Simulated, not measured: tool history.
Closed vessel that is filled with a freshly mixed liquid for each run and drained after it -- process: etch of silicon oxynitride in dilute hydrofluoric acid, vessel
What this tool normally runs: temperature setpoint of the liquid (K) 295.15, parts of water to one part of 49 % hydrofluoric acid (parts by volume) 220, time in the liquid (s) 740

run	day	temperature setpoint of the liquid (K)	parts of water to one part of 49 % hydrofluoric acid (parts by volume)	time in the liquid (s)	read-back film thickness of the silicon oxynitride reference wafer, read on the same gauge (nm)	thickness taken off the silicon oxynitride on a monitor wafer (Å)
1	0	295.15	180	740	100.01	93.9
2	0.446	295.15	220	740	99.99	75.1
3	1.154	295.15	220	740	99.99	74.9
4	1.712	295.15	220	740	99.99	74.3
5	2.371	297.65	220	625	99.97	70.3
6	2.688	297.65	220	625	100.01	70.5
7	3.362	297.65	220	625	99.99	70.3
8	3.762	295.15	220	740	99.98	74.2
# day 4.25: hydrofluoric acid flow meter replaced
9	4.338	295.15	220	740	100.01	67.4
10	4.658	295.15	220	740	100	68.4
11	5.367	295.15	280	840	99.99	57.9
12	5.738	300.15	260	540	100	50.7
# day 6.083: thermometer replaced
13	6.404	291.15	220	355	100.01	27
# day 6.567: hydrofluoric acid flow meter replaced, repeated, since the last time left the tool worse
14	6.683	295.15	220	1030	100.01	115.2
15	7.146	296.65	280	305	100	27.5
# day 7.788: gauge calibrated
16	7.825	295.15	220	740	100.01	81.7
17	8.4	291.65	220	535	99.98	50.8
18	9.021	295.15	330	1175	100.01	81.3
19	9.55	295.15	220	740	99.99	82.7
20	11.338	295.15	220	595	100.02	66.8
21	11.708	292.15	120	1120	100	212.6
22	12.138	295.15	220	740	100	82.6
23	12.683	292.15	165	740	100.01	99

Consider 4 possible next runs. They are alternatives, not a sequence: every one starts from the tool as it was left by run 23. What does each give?
A	12.721	295.15	220	740	?	?
B	12.721	298.15	155	740	?	?
C	12.721	291.65	220	740	?	?
D	12.721	295.15	125	1125	?	?

run	read-back film thickness of the silicon oxynitride reference wafer, read on the same gauge (nm)	thickness taken off the silicon oxynitride on a monitor wafer (Å)
A	99.99	82.3
B	99.99	140.5
C	99.99	70.1
D	99.99	236
Stripped of hidden state, with their random variation kept, the same runs would have yielded:
run	thickness taken off the silicon oxynitride on a monitor wafer (Å)
A	83.1
B	141.7
C	70.7
D	238
